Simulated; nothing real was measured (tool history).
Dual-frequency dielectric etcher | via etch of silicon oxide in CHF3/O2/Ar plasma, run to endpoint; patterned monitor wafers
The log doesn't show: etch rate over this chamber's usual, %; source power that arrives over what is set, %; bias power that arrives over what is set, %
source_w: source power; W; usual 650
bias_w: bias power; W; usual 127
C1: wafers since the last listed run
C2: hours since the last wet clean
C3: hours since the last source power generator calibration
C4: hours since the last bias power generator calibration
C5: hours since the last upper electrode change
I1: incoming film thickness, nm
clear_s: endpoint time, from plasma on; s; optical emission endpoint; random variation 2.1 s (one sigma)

Run 1, hour 0.0: usual settings; C1 0; C2 155.7; C3 4477.3; C4 2768.7; C5 4015.2; I1 501.4. Result: clear_s 271.7 s.
Run 2, hour 12.5: usual settings but source_w 720 W; C1 65; C2 168.2; C3 4489.8; C4 2781.2; C5 4027.7; I1 509.7. Result: clear_s 264.8 s.
Run 3, hour 19.5: usual settings; C1 36; C2 175.2; C3 4496.8; C4 2788.2; C5 4034.7; I1 506.2. Result: clear_s 275.1 s.
Run 4, hour 36.2: usual settings; C1 88; C2 191.9; C3 4513.5; C4 2804.9; C5 4051.4; I1 508.1. Result: clear_s 271.8 s.
Run 5, hour 45.4: usual settings; C1 48; C2 201.1; C3 4522.7; C4 2814.1; C5 4060.6; I1 509.9. Result: clear_s 276.1 s.
Run 6, hour 63.1: usual settings; C1 93; C2 218.8; C3 4540.4; C4 2831.8; C5 4078.3; I1 504.6. Result: clear_s 270.6 s.
Run 7, hour 76.4: usual settings; C1 70; C2 232.1; C3 4553.7; C4 2845.1; C5 4091.6; I1 512.4. Result: clear_s 274.1 s.
Run 8, hour 123.1: usual settings but bias_w 141 W; C1 246; C2 278.8; C3 4600.4; C4 2891.8; C5 4138.3; I1 510.3. Result: clear_s 263.5 s.
Run 9, hour 139.4: usual settings but bias_w 141 W; C1 86; C2 295.1; C3 4616.7; C4 2908.1; C5 4154.6; I1 508.6. Result: clear_s 261.5 s.
At hour 178.6: bias power generator calibrated.
At hour 198.8: upper electrode replaced.
At hour 201.7: source power generator calibrated.
Run 10, hour 202.2: usual settings; C1 188; C2 357.9; C3 0.5; C4 23.6; C5 3.4; I1 510.5. Result: clear_s 272.3 s.
Run 11, hour 202.6: usual settings; C1 2; C2 358.3; C3 0.9; C4 24.0; C5 3.8; I1 504.7. Result: clear_s 266.2 s.
Run 12, hour 203.0: usual settings but source_w 560 W, bias_w 143 W; C1 2; C2 358.7; C3 1.3; C4 24.4; C5 4.2; I1 509.6. Result: clear_s 280.3 s.
Run 13, hour 213.9: usual settings but source_w 610 W, bias_w 98 W; C1 57; C2 369.6; C3 12.2; C4 35.3; C5 15.1; I1 507.2. Result: clear_s 295.9 s.
At hour 244.0: wet clean of the chamber.
Run 14, hour 244.5: usual settings but source_w 760 W, bias_w 151 W; C1 34; C2 0.5; C3 42.8; C4 65.9; C5 45.7; I1 507.7. Result: clear_s 250.1 s.
Run 15, hour 244.9: usual settings but source_w 710 W, bias_w 149 W; C1 2; C2 0.9; C3 43.2; C4 66.3; C5 46.1; I1 509.2. Result: clear_s 258.0 s.
Run 16, hour 256.0: usual settings but source_w 760 W; C1 58; C2 12.0; C3 54.3; C4 77.4; C5 57.2; I1 507.4. Result: clear_s 260.2 s.
Run 17, hour 262.4: usual settings; C1 33; C2 18.4; C3 60.7; C4 83.8; C5 63.6; I1 504.3. Result: clear_s 279.1 s.
Run 18, hour 271.0: usual settings but source_w 590 W, bias_w 138 W; C1 45; C2 27.0; C3 69.3; C4 92.4; C5 72.2; I1 511.1. Result: clear_s 293.3 s.
Run 19, hour 279.4: usual settings but source_w 700 W, bias_w 95 W; C1 44; C2 35.4; C3 77.7; C4 100.8; C5 80.6; I1 507.0. Result: clear_s 290.6 s.
Run 20, hour 291.1: usual settings; C1 61; C2 47.1; C3 89.4; C4 112.5; C5 92.3; I1 511.5. Result: clear_s 284.4 s.
Run 21, hour 304.9: usual settings but source_w 560 W, bias_w 102 W; C1 72; C2 60.9; C3 103.2; C4 126.3; C5 106.1; I1 504.8. Result: clear_s 317.6 s.
Run 22, hour 319.4: usual settings; C1 76; C2 75.4; C3 117.7; C4 140.8; C5 120.6; I1 505.4. Result: clear_s 271.3 s.

3 ways to go on from here, each from the tool as it stands after run 22. What would each give?
Run A, hour 319.9: usual settings but source_w 810 W; C1 2; C2 75.9; C3 118.2; C4 141.3; C5 121.1; I1 511.5. Result: clear_s ?.
Run B, hour 319.9: usual settings but source_w 530 W, bias_w 151 W; C1 2; C2 75.9; C3 118.2; C4 141.3; C5 121.1; I1 511.5. Result: clear_s ?.
Run C, hour 319.9: usual settings but bias_w 108 W; C1 2; C2 75.9; C3 118.2; C4 141.3; C5 121.1; I1 511.5. Result: clear_s ?.

run  clear_s
  A    250.4
  B    295.0
  C    292.3
Without the tool's hidden state the same runs would have given:
run  clear_s
  A    252.4
  B    297.3
  C    294.6
